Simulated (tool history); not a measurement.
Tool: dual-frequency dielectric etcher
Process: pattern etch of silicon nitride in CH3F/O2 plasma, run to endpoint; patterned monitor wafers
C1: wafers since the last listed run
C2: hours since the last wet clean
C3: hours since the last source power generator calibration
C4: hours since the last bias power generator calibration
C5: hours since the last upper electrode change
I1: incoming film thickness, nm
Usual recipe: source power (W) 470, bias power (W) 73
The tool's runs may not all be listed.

Run 1, hour 0.0: usual settings; C1 0; C2 159.4; C3 4017.8; C4 1824.9; C5 3498.9; I1 83.9. Result: endpoint time (s) 90.6.
At hour 84.7: bias power generator calibrated.
Run 2, hour 100.7: usual settings; C1 698; C2 260.1; C3 4118.5; C4 16.0; C5 3599.6; I1 84.0. Result: endpoint time (s) 91.2.
Run 3, hour 149.1: usual settings; C1 349; C2 308.5; C3 4166.9; C4 64.4; C5 3648.0; I1 84.3. Result: endpoint time (s) 92.7.
Run 4, hour 200.3: usual settings but source power (W) 380; C1 369; C2 359.7; C3 4218.1; C4 115.6; C5 3699.2; I1 84.0. Result: endpoint time (s) 98.6.
Run 5, hour 241.6: usual settings but source power (W) 380; C1 298; C2 401.0; C3 4259.4; C4 156.9; C5 3740.5; I1 83.2. Result: endpoint time (s) 98.0.
Run 6, hour 266.7: usual settings but source power (W) 550, bias power (W) 60; C1 181; C2 426.1; C3 4284.5; C4 182.0; C5 3765.6; I1 84.0. Result: endpoint time (s) 91.1.
Run 7, hour 296.5: usual settings but source power (W) 550, bias power (W) 60; C1 215; C2 455.9; C3 4314.3; C4 211.8; C5 3795.4; I1 84.4. Result: endpoint time (s) 91.6.
Run 8, hour 330.6: usual settings but source power (W) 550, bias power (W) 60; C1 246; C2 490.0; C3 4348.4; C4 245.9; C5 3829.5; I1 84.7. Result: endpoint time (s) 92.0.
At hour 374.4: wet clean of the chamber.
Run 9, hour 389.0: usual settings but bias power (W) 80; C1 248; C2 14.6; C3 4406.8; C4 304.3; C5 3887.9; I1 84.3. Result: endpoint time (s) 89.4.
Run 10, hour 455.1: usual settings but bias power (W) 80; C1 477; C2 80.7; C3 4472.9; C4 370.4; C5 3954.0; I1 84.0. Result: endpoint time (s) 89.2.
Run 11, hour 489.4: usual settings; C1 247; C2 115.0; C3 4507.2; C4 404.7; C5 3988.3; I1 84.1. Result: endpoint time (s) 91.9.
Run 12, hour 519.3: usual settings but bias power (W) 80; C1 215; C2 144.9; C3 4537.1; C4 434.6; C5 4018.2; I1 84.3. Result: endpoint time (s) 90.1.
Run 13, hour 571.8: usual settings but source power (W) 380, bias power (W) 83; C1 379; C2 197.4; C3 4589.6; C4 487.1; C5 4070.7; I1 84.2. Result: endpoint time (s) 95.3.
Run 14, hour 643.0: usual settings but source power (W) 520, bias power (W) 86; C1 514; C2 268.6; C3 4660.8; C4 558.3; C5 4141.9; I1 84.0. Result: endpoint time (s) 84.2.
Run 15, hour 675.2: usual settings but source power (W) 350, bias power (W) 60; C1 232; C2 300.8; C3 4693.0; C4 590.5; C5 4174.1; I1 84.0. Result: endpoint time (s) 106.8.
Run 16, hour 700.0: usual settings but source power (W) 420, bias power (W) 58; C1 179; C2 325.6; C3 4717.8; C4 615.3; C5 4198.9; I1 84.3. Result: endpoint time (s) 100.7.
Run 17, hour 754.1: usual settings but source power (W) 400, bias power (W) 85; C1 390; C2 379.7; C3 4771.9; C4 669.4; C5 4253.0; I1 84.0. Result: endpoint time (s) 93.1.
At hour 768.8: source power generator calibrated.
Run 18, hour 791.5: usual settings but source power (W) 350, bias power (W) 61; C1 241; C2 417.1; C3 22.7; C4 706.8; C5 4290.4; I1 83.4. Result: endpoint time (s) 107.3.
At hour 845.5: wet clean of the chamber.
Run 19, hour 846.0: usual settings but source power (W) 410, bias power (W) 86; C1 220; C2 0.5; C3 77.2; C4 761.3; C5 4344.9; I1 84.4. Result: endpoint time (s) 94.3.
Run 20, hour 878.6: usual settings but source power (W) 390, bias power (W) 88; C1 235; C2 33.1; C3 109.8; C4 793.9; C5 4377.5; I1 84.1. Result: endpoint time (s) 94.7.
Run 21, hour 925.7: usual settings; C1 340; C2 80.2; C3 156.9; C4 841.0; C5 4424.6; I1 83.4. Result: endpoint time (s) 92.9.
Run 22, hour 971.7: usual settings but source power (W) 360, bias power (W) 82; C1 332; C2 126.2; C3 202.9; C4 887.0; C5 4470.6; I1 84.4. Result: endpoint time (s) 99.5.
Run 23, hour 1002.8: usual settings but source power (W) 500, bias power (W) 58; C1 224; C2 157.3; C3 234.0; C4 918.1; C5 4501.7; I1 84.3. Result: endpoint time (s) 96.5.
Run 24, hour 1039.0: usual settings; C1 261; C2 193.5; C3 270.2; C4 954.3; C5 4537.9; I1 85.0. Result: endpoint time (s) 94.4.
At hour 1122.4: upper electrode replaced.
Run 25, hour 1122.9: usual settings; C1 432; C2 277.4; C3 354.1; C4 1038.2; C5 0.5; I1 83.7. Result: endpoint time (s) 92.6.
Run 26, hour 1163.0: usual settings but source power (W) 590, bias power (W) 80; C1 289; C2 317.5; C3 394.2; C4 1078.3; C5 40.6; I1 83.9. Result: endpoint time (s) 83.3.
Run 27, hour 1226.0: usual settings but source power (W) 430, bias power (W) 68; C1 455; C2 380.5; C3 457.2; C4 1141.3; C5 103.6; I1 84.2. Result: endpoint time (s) 97.9.
Run 28, hour 1273.2: usual settings; C1 340; C2 427.7; C3 504.4; C4 1188.5; C5 150.8; I1 83.6. Result: endpoint time (s) 92.7.
At hour 1339.4: wet clean of the chamber.
Run 29, hour 1339.9: usual settings; C1 308; C2 0.5; C3 571.1; C4 1255.2; C5 217.5; I1 84.2. Result: endpoint time (s) 92.8.
Run 30, hour 1367.4: usual settings but source power (W) 430, bias power (W) 67; C1 198; C2 28.0; C3 598.6; C4 1282.7; C5 245.0; I1 85.4. Result: endpoint time (s) 99.7.
Run 31, hour 1437.6: usual settings; C1 507; C2 98.2; C3 668.8; C4 1352.9; C5 315.2; I1 84.5. Result: endpoint time (s) 93.4.
Run 32, hour 1483.9: usual settings but source power (W) 350; C1 334; C2 144.5; C3 715.1; C4 1399.2; C5 361.5; I1 83.9. Result: endpoint time (s) 102.9.
Run 33, hour 1543.7: usual settings; C1 431; C2 204.3; C3 774.9; C4 1459.0; C5 421.3; I1 83.3. Result: endpoint time (s) 92.1.
Run 34, hour 1581.2: usual settings but source power (W) 430, bias power (W) 67; C1 270; C2 241.8; C3 812.4; C4 1496.5; C5 458.8; I1 84.8. Result: endpoint time (s) 99.1.
Run 35, hour 1618.8: usual settings; C1 271; C2 279.4; C3 850.0; C4 1534.1; C5 496.4; I1 84.3. Result: endpoint time (s) 92.5.
Run 36, hour 1653.2: usual settings but source power (W) 350, bias power (W) 59; C1 248; C2 313.8; C3 884.4; C4 1568.5; C5 530.8; I1 83.9. Result: endpoint time (s) 108.6.

Below, each run's measurement less what the same run would have read without the hidden state. Both values contain the same run-to-run variation, but the gauge's scatter may not be the same in both:
The tool's hidden condition here consists of: etch rate over this chamber's usual, %; source power that arrives over what is set, %; bias power that arrives over what is set, %.
run  endpoint time (s)
  1               -2.5
  2               -1.6
  3               -1.7
  4               -1.8
  5               -1.8
  6               -1.8
  7               -1.8
  8               -1.8
  9               -1.8
 10               -1.8
 11               -2.0
 12               -1.9
 13               -2.1
 14               -1.9
 15               -2.6
 16               -2.5
 17               -2.2
 18               -0.4
 19               -0.3
 20               -0.4
 21               -0.4
 22               -0.4
 23               -0.4
 24               -0.5
 25               -0.5
 26               -0.5
 27               -0.6
 28               -0.6
 29               -0.6
 30               -0.7
 31               -0.8
 32               -0.9
 33               -0.8
 34               -1.0
 35               -1.0
 36               -1.1
